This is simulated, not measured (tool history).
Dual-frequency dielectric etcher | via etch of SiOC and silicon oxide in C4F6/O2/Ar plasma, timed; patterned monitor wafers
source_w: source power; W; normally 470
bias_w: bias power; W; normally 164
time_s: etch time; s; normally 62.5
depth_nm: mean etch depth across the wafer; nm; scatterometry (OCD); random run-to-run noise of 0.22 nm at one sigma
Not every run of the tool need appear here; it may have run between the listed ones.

run,hour,source_w,bias_w,time_s,"read-back reference wafer on the same gauge, depth_nm",depth_nm
1,0,470,164,62.5,62,70.6
2,7.7,470,164,62.5,62,70.5
3,24.4,470,164,62.5,62,70.3
4,30.5,470,164,62.5,62,70.2
5,45.3,470,164,77.5,62,87.1
6,58.8,470,164,62.5,62,70.6
7,66.3,470,164,62.5,62,70.5
# hour 93.1: upper electrode replaced
8,93.6,470,164,62.5,62,70.5
9,93.9,450,164,56.5,62,62.5
10,94.5,450,164,56.5,62,62.7
# hour 119.6: wet clean of the chamber
11,120.1,450,164,56.5,62,62.9
12,123,470,164,62.5,62,70.3
13,134.7,430,164,44,62,47.9
# hour 149.6: bias power generator calibrated
# hour 160.3: gauge calibrated
14,166.6,470,164,62.5,62,70
15,182.4,470,198,45.5,62,54.9
# hour 195.8: source power generator calibrated
16,196.3,530,143,46,62,51.5
17,229.7,520,187,62.5,62,76.7
18,238.1,470,164,62.5,62,69.9
19,249.1,470,196,80,62,96
20,260.4,500,164,50.5,62,58
21,271.5,400,200,54,61.9,61.8
22,288.3,470,185,50,62,58.9

For run 23, what comes out?
23,302.3,470,186,62.5,?,?

read-back reference wafer on the same gauge, depth_nm: 62
depth_nm: 74.1 nm
With no hidden state in the tool, this same run would have given depth_nm 74.1 nm.
